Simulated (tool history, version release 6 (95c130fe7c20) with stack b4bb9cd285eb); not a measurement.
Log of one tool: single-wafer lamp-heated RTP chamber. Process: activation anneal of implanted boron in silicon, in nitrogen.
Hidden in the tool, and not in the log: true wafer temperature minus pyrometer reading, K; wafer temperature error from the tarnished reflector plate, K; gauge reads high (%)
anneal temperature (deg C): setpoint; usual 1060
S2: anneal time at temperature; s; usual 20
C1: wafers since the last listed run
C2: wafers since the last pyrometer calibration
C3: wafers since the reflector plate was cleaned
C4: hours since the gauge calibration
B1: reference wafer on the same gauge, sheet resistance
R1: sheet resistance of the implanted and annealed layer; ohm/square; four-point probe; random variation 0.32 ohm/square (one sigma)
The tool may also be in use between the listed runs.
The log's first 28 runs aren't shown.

run 29 hour=2077.4 | anneal_temperature_(deg_C)=1073 S2=9 | C1=1825 C2=7759 C3=8954 C4=243.1 | B1=184.20 | R1=212.73
run 30 hour=2167.2 | anneal_temperature_(deg_C)=1083 S2=26 | C1=1559 C2=9318 C3=10514 C4=332.9 | B1=184.03 | R1=206.93
-- hour=2186.7 reflector plate cleaned
run 31 hour=2254.5 | anneal_temperature_(deg_C)=1060 S2=20 | C1=1377 C2=10696 C3=1177 C4=420.2 | B1=183.89 | R1=210.39
-- hour=2308.9 pyrometer window cleaned and pyrometer calibrated
run 32 hour=2345.6 | anneal_temperature_(deg_C)=1072 S2=11 | C1=1443 C2=637 C3=2620 C4=511.3 | B1=183.69 | R1=211.51
run 33 hour=2452.1 | anneal_temperature_(deg_C)=1080 S2=15 | C1=1850 C2=2487 C3=4470 C4=617.8 | B1=183.59 | R1=209.88
run 34 hour=2547.1 | anneal_temperature_(deg_C)=1040 S2=12 | C1=1650 C2=4138 C3=6121 C4=712.8 | B1=183.42 | R1=211.39
run 35 hour=2613.3 | anneal_temperature_(deg_C)=1060 S2=10 | C1=1150 C2=5288 C3=7271 C4=779.0 | B1=183.45 | R1=211.95
run 36 hour=2651.7 | anneal_temperature_(deg_C)=1060 S2=20 | C1=667 C2=5955 C3=7938 C4=817.4 | B1=183.41 | R1=210.35

Forecast each of these 4 alternatives for the next run:
run A hour=2652.1 | anneal_temperature_(deg_C)=1060 S2=20 | C1=6 C2=5962 C3=7945 C4=817.8 | B1=? | R1=?
run B hour=2652.1 | anneal_temperature_(deg_C)=1050 S2=24 | C1=6 C2=5962 C3=7945 C4=817.8 | B1=? | R1=?
run C hour=2652.1 | anneal_temperature_(deg_C)=1035 S2=9 | C1=6 C2=5962 C3=7945 C4=817.8 | B1=? | R1=?
run D hour=2652.1 | anneal_temperature_(deg_C)=1036 S2=10 | C1=6 C2=5962 C3=7945 C4=817.8 | B1=? | R1=?

run=A B1=183.35 R1=209.68
run=B B1=183.35 R1=209.68
run=C B1=183.35 R1=212.06
run=D B1=183.35 R1=211.92
Without the tool's hidden state the same runs would have given:
run=A R1=211.53
run=B R1=211.53
run=C R1=213.93
run=D R1=213.79

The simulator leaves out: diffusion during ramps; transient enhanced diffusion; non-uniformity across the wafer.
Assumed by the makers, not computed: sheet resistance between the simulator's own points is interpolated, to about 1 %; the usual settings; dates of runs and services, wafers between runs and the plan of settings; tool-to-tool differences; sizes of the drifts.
